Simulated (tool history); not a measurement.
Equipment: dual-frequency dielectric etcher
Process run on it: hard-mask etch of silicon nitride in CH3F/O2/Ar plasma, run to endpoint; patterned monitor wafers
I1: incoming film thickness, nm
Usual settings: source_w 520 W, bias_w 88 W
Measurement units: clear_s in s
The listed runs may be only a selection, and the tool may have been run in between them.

run 1 hour=0 | source_w=520 bias_w=88 | I1=53.8 | clear_s=70.7
run 2 hour=23.3 | source_w=520 bias_w=88 | I1=54.4 | clear_s=71.2
run 3 hour=43.7 | source_w=520 bias_w=88 | I1=53.9 | clear_s=71.9
run 4 hour=70.9 | source_w=480 bias_w=88 | I1=53.9 | clear_s=75.1
run 5 hour=92 | source_w=480 bias_w=88 | I1=53.7 | clear_s=75.4
run 6 hour=106.8 | source_w=480 bias_w=88 | I1=54.4 | clear_s=76.2
run 7 hour=127.5 | source_w=520 bias_w=88 | I1=54 | clear_s=71.9
run 8 hour=143.6 | source_w=640 bias_w=105 | I1=53.8 | clear_s=59.8
run 9 hour=159.2 | source_w=440 bias_w=107 | I1=53.4 | clear_s=73.4
-- hour=170.3 source power generator calibrated
-- hour=189.4 bias power generator calibrated
-- hour=213.5 upper electrode replaced
-- hour=223.8 wet clean of the chamber
run 10 hour=224.3 | source_w=480 bias_w=81 | I1=53.8 | clear_s=74.2
run 11 hour=224.6 | source_w=420 bias_w=104 | I1=54.2 | clear_s=74.1
run 12 hour=237.2 | source_w=520 bias_w=88 | I1=54 | clear_s=69.3
run 13 hour=269.9 | source_w=520 bias_w=88 | I1=53.7 | clear_s=69.4

For run 14, what comes out?
run 14 hour=287.6 | source_w=460 bias_w=88 | I1=54.2 | clear_s=?

Run 14 came out at clear_s 75.2 s.
On a tool with no hidden condition, and with the same random variation, this run would have come out at clear_s 74.8 s.
